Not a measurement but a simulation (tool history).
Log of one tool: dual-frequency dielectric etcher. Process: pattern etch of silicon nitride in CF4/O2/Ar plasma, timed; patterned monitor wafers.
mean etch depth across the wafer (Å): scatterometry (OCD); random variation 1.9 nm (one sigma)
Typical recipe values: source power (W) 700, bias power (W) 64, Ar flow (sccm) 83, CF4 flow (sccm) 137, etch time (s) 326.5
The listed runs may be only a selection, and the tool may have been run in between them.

run   hour  source power (W)  bias power (W)  Ar flow (sccm)  CF4 flow (sccm)  etch time (s)  read-back reference wafer on the same gauge, depth_nm  mean etch depth across the wafer (Å)
  1    0.0               700              64              83              137          326.5                                                  975.3                                  9332
      24.8  -- wet clean of the chamber
  2   25.3               700              64              83              137          326.5                                                  974.7                                  9329
  3   53.2               700              64              83              137          326.5                                                  976.3                                  9328
  4   88.6               700              64              83              137          326.5                                                  976.3                                  9330
  5  103.4               700              64              83              114          326.5                                                  977.4                                  9180
  6  130.9               700              64              83              114          326.5                                                  977.9                                  9214
  7  166.8               740              64              83              137          326.5                                                  977.2                                  9743
  8  186.2               780              64              83              137          326.5                                                  979.9                                 10155
  9  198.9               700              64              83              137          326.5                                                  979.3                                  9332
     246.0  -- upper electrode replaced
 10  246.5               700              50             104              168          240.0                                                  982.2                                  6645
 11  249.3               700              74              94              137          230.0                                                  981.2                                  6737
 12  282.0               860              64              93              160          381.0                                                  983.7                                 12899
     304.0  -- source power generator calibrated
 13  304.5               700              64              83              137          326.5                                                  983.9                                  9429
 14  320.9               700              64              83              137          326.5                                                  985.0                                  9423
     345.2  -- CF4 flow controller replaced
 15  355.0               700              64              83              137          420.5                                                  986.5                                 12121
 16  387.8               700              64              83              103          326.5                                                  986.9                                  9205
     399.8  -- Ar flow controller replaced
     404.0  -- bias power generator calibrated
     416.8  -- gauge calibrated
     425.5  -- wet clean of the chamber
 17  426.0               700              53              83              123          326.5                                                  976.7                                  8932
 18  426.4               700              64              83              137          326.5                                                  977.8                                  9311
 19  445.9               580              64              98              137          326.5                                                  976.8                                  8013
 20  518.5               600              64              83              137          326.5                                                  976.9                                  8309
 21  540.5               700              64              83              137          326.5                                                  977.5                                  9326
 22  560.5               700              64              83              137          326.5                                                  977.1                                  9342

Consider 3 possible next runs. They are alternatives, not a sequence: every one starts from the tool as it was left by run 22. What does each give?
  A  561.0               700              64              97              137          326.5                                                      ?                                     ?
  B  561.0               700              71              73              164          244.5                                                      ?                                     ?
  C  561.0               700              70              96              137          326.5                                                      ?                                     ?

run  read-back reference wafer on the same gauge, depth_nm  mean etch depth across the wafer (Å)
  A                                                  978.4                                  9260
  B                                                  978.4                                  7293
  C                                                  978.4                                  9427
Without the tool's hidden state the same runs would have given:
run  mean etch depth across the wafer (Å)
  A                                  9227
  B                                  7267
  C                                  9393
